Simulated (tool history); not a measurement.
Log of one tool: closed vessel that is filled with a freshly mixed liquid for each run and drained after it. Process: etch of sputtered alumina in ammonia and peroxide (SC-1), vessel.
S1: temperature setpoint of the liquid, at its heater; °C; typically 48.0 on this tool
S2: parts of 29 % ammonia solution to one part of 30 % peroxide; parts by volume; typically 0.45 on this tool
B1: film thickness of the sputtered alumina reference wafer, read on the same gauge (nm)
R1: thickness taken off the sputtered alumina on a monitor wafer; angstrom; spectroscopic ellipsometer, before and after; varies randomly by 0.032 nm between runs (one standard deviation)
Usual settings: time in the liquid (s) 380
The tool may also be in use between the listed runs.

Run 1, hour 0.0: usual settings but S2 0.60 parts by volume; B1 90.00. Result: R1 134.5 angstrom.
Run 2, hour 37.4: usual settings but S2 0.60 parts by volume; B1 90.01. Result: R1 133.7 angstrom.
Run 3, hour 114.9: usual settings; B1 90.00. Result: R1 130.3 angstrom.
Run 4, hour 182.5: usual settings; B1 89.99. Result: R1 130.4 angstrom.
Run 5, hour 229.9: usual settings; B1 90.00. Result: R1 129.9 angstrom.
At hour 239.5: new drum of ammonia solution connected.
Run 6, hour 289.2: usual settings; B1 89.98. Result: R1 129.9 angstrom.
Run 7, hour 329.6: usual settings but time in the liquid (s) 555; B1 89.99. Result: R1 189.5 angstrom.
Run 8, hour 412.4: usual settings; B1 89.99. Result: R1 129.8 angstrom.
At hour 532.4: ammonia flow meter replaced.
Run 9, hour 549.9: usual settings; B1 89.98. Result: R1 128.2 angstrom.
Run 10, hour 615.7: usual settings; B1 90.01. Result: R1 128.2 angstrom.
Run 11, hour 710.0: usual settings; B1 89.99. Result: R1 127.4 angstrom.
At hour 760.4: thermometer replaced.
Run 12, hour 778.0: usual settings; B1 90.00. Result: R1 131.1 angstrom.
At hour 834.2: gauge calibrated.
Run 13, hour 878.3: usual settings; B1 90.02. Result: R1 131.1 angstrom.
Run 14, hour 986.1: usual settings; B1 90.01. Result: R1 130.3 angstrom.
Run 15, hour 1073.5: usual settings but S1 39.0 °C, S2 0.60 parts by volume, time in the liquid (s) 555; B1 89.99. Result: R1 116.9 angstrom.
Run 16, hour 1135.2: usual settings but S2 0.50 parts by volume; B1 90.03. Result: R1 131.7 angstrom.
Run 17, hour 1173.5: usual settings; B1 89.99. Result: R1 130.2 angstrom.
Run 18, hour 1242.3: usual settings; B1 90.01. Result: R1 130.0 angstrom.
At hour 1293.9: new drum of ammonia solution connected.
Run 19, hour 1297.8: usual settings but S2 0.25 parts by volume; B1 89.98. Result: R1 122.4 angstrom.
Run 20, hour 1387.1: usual settings but S2 0.25 parts by volume, time in the liquid (s) 195; B1 90.00. Result: R1 62.9 angstrom.
Run 21, hour 1495.0: usual settings but S1 41.5 °C, S2 0.35 parts by volume, time in the liquid (s) 570; B1 90.03. Result: R1 130.2 angstrom.
At hour 1536.4: ammonia flow meter replaced.
Run 22, hour 1550.0: usual settings but S2 0.25 parts by volume, time in the liquid (s) 170; B1 89.99. Result: R1 54.3 angstrom.
Run 23, hour 1654.5: usual settings; B1 90.02. Result: R1 128.2 angstrom.
Run 24, hour 1721.0: usual settings but S2 0.60 parts by volume, time in the liquid (s) 150; B1 89.99. Result: R1 51.7 angstrom.
Run 25, hour 1780.6: usual settings but time in the liquid (s) 520; B1 90.00. Result: R1 174.5 angstrom.
Run 26, hour 1868.9: usual settings but time in the liquid (s) 540; B1 90.03. Result: R1 180.9 angstrom.
At hour 1874.8: thermometer replaced.
Run 27, hour 1920.0: usual settings but S1 44.0 °C, S2 0.40 parts by volume; B1 89.99. Result: R1 103.3 angstrom.
Run 28, hour 1962.2: usual settings but S1 54.0 °C, S2 0.40 parts by volume, time in the liquid (s) 280; B1 89.99. Result: R1 133.0 angstrom.

Branching from run 28: 3 alternative next runs. What would each branch give?
Run A, hour 1963.0: usual settings; B1 ?. Result: R1 ?.
Run B, hour 1963.0: usual settings but S1 44.5 °C, S2 0.30 parts by volume, time in the liquid (s) 200; B1 ?. Result: R1 ?.
Run C, hour 1963.0: usual settings but S1 44.0 °C, S2 0.65 parts by volume; B1 ?. Result: R1 ?.

run     B1     R1
  A  90.01  130.9
  B  90.01   54.4
  C  90.01  108.1
With no hidden state in the tool, these same runs would have given:
run     R1
  A  130.9
  B   54.4
  C  108.1
